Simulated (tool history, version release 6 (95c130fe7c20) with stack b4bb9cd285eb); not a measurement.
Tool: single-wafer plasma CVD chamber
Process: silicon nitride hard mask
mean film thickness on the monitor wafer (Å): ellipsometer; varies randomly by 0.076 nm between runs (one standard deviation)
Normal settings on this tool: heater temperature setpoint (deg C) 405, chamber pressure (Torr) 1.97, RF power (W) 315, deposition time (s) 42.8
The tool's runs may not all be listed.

run	day	heater temperature setpoint (deg C)	chamber pressure (Torr)	RF power (W)	deposition time (s)	wafers since the last listed run	hours since the last thermocouple change	hours since the last RF generator calibration	hours since the last manometer calibration	hours since the showerhead was replaced	hours since the gauge calibration	read-back reference wafer on the same gauge, thickness_nm	mean film thickness on the monitor wafer (Å)
1	0.000	415	1.97	315	42.8	0	1497.5	2159.9	1703.1	6104.7	319.7	48.314	455.59
2	1.104	415	1.97	315	42.8	537	1524.0	2186.4	1729.6	6131.2	346.2	48.331	454.94
3	2.579	415	1.97	315	42.8	717	1559.4	2221.8	1765.0	6166.6	381.6	48.298	455.21
4	3.712	405	1.97	315	42.8	551	1586.6	2249.0	1792.2	6193.8	408.8	48.282	456.28
5	5.179	405	1.97	315	42.8	713	1621.8	2284.2	1827.4	6229.0	444.0	48.305	457.96
6	6.642	405	1.97	315	42.8	711	1656.9	2319.3	1862.5	6264.1	479.1	48.274	457.25
7	7.479	405	1.97	315	48.9	407	1677.0	2339.4	1882.6	6284.2	499.2	48.305	522.98
8	8.038	405	1.97	315	48.9	271	1690.4	2352.8	1896.0	6297.6	512.6	48.273	523.35
# day 8.392: RF generator calibrated
9	9.412	405	1.97	315	38.7	507	1723.4	24.5	1929.0	6330.6	545.6	48.289	413.91
# day 9.812: capacitance manometer re-zeroed and calibrated
# day 10.004: gauge calibrated
# day 13.171: capacitance manometer re-zeroed and calibrated, repeated, since the last time left the tool worse
10	13.404	405	1.97	315	38.7	1618	1819.2	120.3	5.6	6426.4	81.6	48.280	407.96
11	14.154	405	1.97	315	38.7	365	1837.2	138.3	23.6	6444.4	99.6	48.292	408.34
12	15.025	405	1.72	315	50.8	423	1858.1	159.2	44.5	6465.3	120.5	48.306	513.63
# day 15.921: showerhead replaced
13	15.942	413	1.97	315	42.8	283	1880.1	181.2	66.5	0.5	142.5	48.298	450.13
14	16.796	405	1.97	315	39.0	415	1900.6	201.7	87.0	21.0	163.0	48.297	410.74
# day 17.138: thermocouple changed; heater temperature recalibrated
15	17.358	405	1.97	270	45.1	111	5.3	215.2	100.5	34.5	176.5	48.291	449.54
16	18.858	414	1.78	375	38.1	730	41.3	251.2	136.5	70.5	212.5	48.322	414.43
17	19.842	405	1.97	315	42.8	478	64.9	274.8	160.1	94.1	236.1	48.302	452.66
18	20.867	410	1.59	375	42.8	498	89.5	299.4	184.7	118.7	260.7	48.285	450.37
19	22.058	405	1.97	315	42.8	580	118.1	328.0	213.3	147.3	289.3	48.291	450.81
20	23.383	405	1.56	315	42.8	644	149.9	359.8	245.1	179.1	321.1	48.321	417.95
21	24.054	405	1.97	315	48.4	326	166.0	375.9	261.2	195.2	337.2	48.314	512.30
22	24.958	398	1.97	360	42.8	440	187.7	397.6	282.9	216.9	358.9	48.307	478.05

Forecast each of these 3 alternatives for the next run:
A	24.975	405	1.97	355	42.8	8	188.1	398.0	283.3	217.3	359.3	?	?
B	24.975	405	2.43	315	38.7	8	188.1	398.0	283.3	217.3	359.3	?	?
C	24.975	392	2.45	315	45.1	8	188.1	398.0	283.3	217.3	359.3	?	?

run	read-back reference wafer on the same gauge, thickness_nm	mean film thickness on the monitor wafer (Å)
A	48.320	474.40
B	48.320	434.53
C	48.320	510.44
What these runs would have given with no unlogged condition in the tool:
run	mean film thickness on the monitor wafer (Å)
A	472.73
B	433.22
C	508.91
